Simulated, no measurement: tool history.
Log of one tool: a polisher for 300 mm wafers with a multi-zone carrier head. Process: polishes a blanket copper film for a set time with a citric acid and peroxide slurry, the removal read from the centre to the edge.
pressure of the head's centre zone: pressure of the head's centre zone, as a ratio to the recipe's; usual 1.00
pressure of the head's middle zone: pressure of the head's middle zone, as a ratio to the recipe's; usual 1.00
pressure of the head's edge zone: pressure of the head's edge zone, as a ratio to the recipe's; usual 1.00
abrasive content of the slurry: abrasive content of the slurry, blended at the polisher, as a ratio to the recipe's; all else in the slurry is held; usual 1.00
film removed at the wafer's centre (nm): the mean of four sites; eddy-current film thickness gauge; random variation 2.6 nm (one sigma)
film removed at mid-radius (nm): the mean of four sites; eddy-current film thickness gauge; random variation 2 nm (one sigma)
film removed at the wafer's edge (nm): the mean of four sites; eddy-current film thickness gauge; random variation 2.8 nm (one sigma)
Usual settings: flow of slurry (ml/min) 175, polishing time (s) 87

run   hour  flow of slurry (ml/min)  pressure of the head's centre zone  pressure of the head's middle zone  pressure of the head's edge zone  abrasive content of the slurry  polishing time (s)  wafers since the last listed run  wafers polished on this pad  hours since the slurry nozzle was cleaned  hours since the centre zone pressure was calibrated  hours since the edge zone pressure was calibrated  hours since the carrier head's membrane was replaced  incoming thickness of the incoming film, nm  film removed at the wafer's centre (nm)  film removed at mid-radius (nm)  film removed at the wafer's edge (nm)
  1    0.0                      175                                0.95                                1.00                              1.07                            1.00                  87                                 0                         2614                                       75.2                                                246.8                                              163.5                                                 336.8                                        867.1                                    242.3                            245.8                                  241.8
  2   52.6                      175                                0.95                                1.00                              1.07                            1.00                  87                               595                         3210                                      127.8                                                299.4                                              216.1                                                 389.4                                        861.4                                    249.8                            241.8                                  247.4
  3   79.4                      175                                1.00                                1.00                              1.00                            1.00                 102                               303                         3513                                      154.6                                                326.2                                              242.9                                                 416.2                                        863.9                                    301.5                            284.7                                  283.4
  4  104.7                      175                                1.00                                1.00                              1.00                            1.20                  87                               286                         3800                                      179.9                                                351.5                                              268.2                                                 441.5                                        845.8                                    266.0                            250.9                                  248.0
  5  139.2                      210                                0.92                                1.00                              1.00                            0.85                  64                               390                         4191                                      214.4                                                386.0                                              302.7                                                 476.0                                        862.8                                    176.8                            178.3                                  170.3
     160.8  -- worn pad replaced by a new one, of another model than before
  6  165.2                      125                                1.00                                1.00                              1.00                            1.00                  63                               249                           49                                      240.4                                                412.0                                              328.7                                                 502.0                                        855.1                                    180.7                            168.1                                  170.9
  7  189.7                      175                                1.00                                1.00                              1.00                            1.00                  87                               277                          326                                      264.9                                                436.5                                              353.2                                                 526.5                                        851.9                                    260.5                            241.9                                  241.6
  8  257.7                      120                                1.00                                1.00                              1.00                            1.00                  87                               770                         1097                                      332.9                                                504.5                                              421.2                                                 594.5                                        844.9                                    247.1                            235.8                                  235.0
     284.5  -- slurry nozzle cleaned
     297.0  -- carrier head's membrane replaced by a new one
  9  297.5                      175                                1.00                                1.00                              1.07                            0.85                  87                               382                         1480                                       13.0                                                544.3                                              461.0                                                   0.5                                        860.3                                    257.7                            233.3                                  238.8
     324.8  -- edge zone pressure recalibrated
 10  325.9                      175                                1.07                                1.04                              1.00                            1.00                  87                               299                         1779                                       41.4                                                572.7                                                1.1                                                  28.9                                        849.9                                    281.3                            247.7                                  237.8
 11  385.5                      175                                1.00                                1.00                              1.00                            1.00                 108                               675                         2454                                      101.0                                                632.3                                               60.7                                                  88.5                                        857.2                                    327.3                            299.9                                  295.0
 12  428.3                      175                                1.00                                1.00                              1.03                            1.00                  87                               484                         2939                                      143.8                                                675.1                                              103.5                                                 131.3                                        845.7                                    256.9                            243.4                                  246.8
 13  485.4                      225                                0.94                                1.00                              1.00                            0.90                 114                               646                         3586                                      200.9                                                732.2                                              160.6                                                 188.4                                        858.5                                    326.5                            317.5                                  312.7
     536.0  -- worn pad replaced by a new one
 14  536.5                      175                                1.00                                0.90                              1.00                            1.00                  87                               533                            6                                      252.0                                                783.3                                              211.7                                                 239.5                                        869.6                                    258.9                            222.8                                  239.0
 15  590.9                      175                                1.00                                1.00                              0.94                            1.10                  87                               616                          622                                      306.4                                                837.7                                              266.1                                                 293.9                                        863.5                                    265.6                            250.3                                  239.4
 16  623.5                      225                                1.00                                1.00                              0.94                            0.70                  71                               369                          991                                      339.0                                                870.3                                              298.7                                                 326.5                                        859.6                                    206.5                            188.5                                  183.9
 17  655.8                      175                                1.00                                1.06                              1.00                            1.00                  87                               365                         1357                                      371.3                                                902.6                                              331.0                                                 358.8                                        866.6                                    266.1                            257.0                                  237.2
     665.6  -- centre zone pressure recalibrated
 18  679.9                      175                                0.96                                1.10                              0.91                            0.85                  87                               250                         1608                                      395.4                                                 14.3                                              355.1                                                 382.9                                        860.5                                    226.2                            252.8                                  225.2
     709.3  -- slurry nozzle cleaned
 19  712.9                      175                                1.00                                0.95                              1.00                            1.00                 105                               362                         1970                                        3.6                                                 47.3                                              388.1                                                 415.9                                        845.7                                    296.0                            279.2                                  289.5
 20  742.2                      175                                1.00                                1.00                              1.00                            1.00                  87                               331                         2302                                       32.9                                                 76.6                                              417.4                                                 445.2                                        859.6                                    254.3                            244.9                                  244.1
     817.1  -- edge zone pressure recalibrated
 21  910.6                      130                                1.00                                1.00                              1.09                            1.00                  63                              1885                         4188                                      201.3                                                245.0                                               93.5                                                 613.6                                        857.5                                    177.8                            170.7                                  173.7
     924.4  -- carrier head's membrane replaced by a new one
     949.6  -- worn pad replaced by a new one
 22  957.3                      175                                1.00                                1.00                              1.00                            1.00                  87                               427                           86                                      248.0                                                291.7                                              140.2                                                  32.9                                        861.2                                    255.6                            245.9                                  241.9

Hidden state at the last listed run before each entry between runs and at the first one after, where it differs:
Between runs 5 and 6: worn pad replaced by a new one, of another model than before (hour 160.8)
  deviation of the centre zone's pressure from its setpoint, %: 5.69 -> 5.86
  measured less the result without the state, film removed at the wafer's centre (nm): +9.6 -> +10.0
Between runs 8 and 9: slurry nozzle cleaned (hour 284.5); carrier head's membrane replaced by a new one (hour 297.0)
  deviation of the centre zone's pressure from its setpoint, %: 6.33 -> 6.49
  measured less the result without the state, film removed at the wafer's centre (nm): +14.8 -> +15.8
Between runs 9 and 10: edge zone pressure recalibrated (hour 324.8)
  deviation of the centre zone's pressure from its setpoint, %: 6.49 -> 6.59
  measured less the result without the state, film removed at the wafer's centre (nm): +15.8 -> +17.4
Between runs 13 and 14: worn pad replaced by a new one (hour 536.0)
  deviation of the centre zone's pressure from its setpoint, %: 7.01 -> 7.1
  measured less the result without the state, film removed at the wafer's centre (nm): +21.6 -> +17.3
Between runs 17 and 18: centre zone pressure recalibrated (hour 665.6)
  deviation of the centre zone's pressure from its setpoint, %: 7.25 -> 0.583
  measured less the result without the state, film removed at the wafer's centre (nm): +18.1 -> +1.3
Between runs 18 and 19: slurry nozzle cleaned (hour 709.3)
  deviation of the centre zone's pressure from its setpoint, %: 0.583 -> 1.35
  measured less the result without the state, film removed at the wafer's centre (nm): +1.3 -> +4.0
Between runs 20 and 21: edge zone pressure recalibrated (hour 817.1)
  deviation of the centre zone's pressure from its setpoint, %: 1.96 -> 4.46
  measured less the result without the state, film removed at the wafer's centre (nm): +4.9 -> +7.7
Between runs 21 and 22: carrier head's membrane replaced by a new one (hour 924.4); worn pad replaced by a new one (hour 949.6)
  deviation of the centre zone's pressure from its setpoint, %: 4.46 -> 4.93
  measured less the result without the state, film removed at the wafer's centre (nm): +7.7 -> +12.1
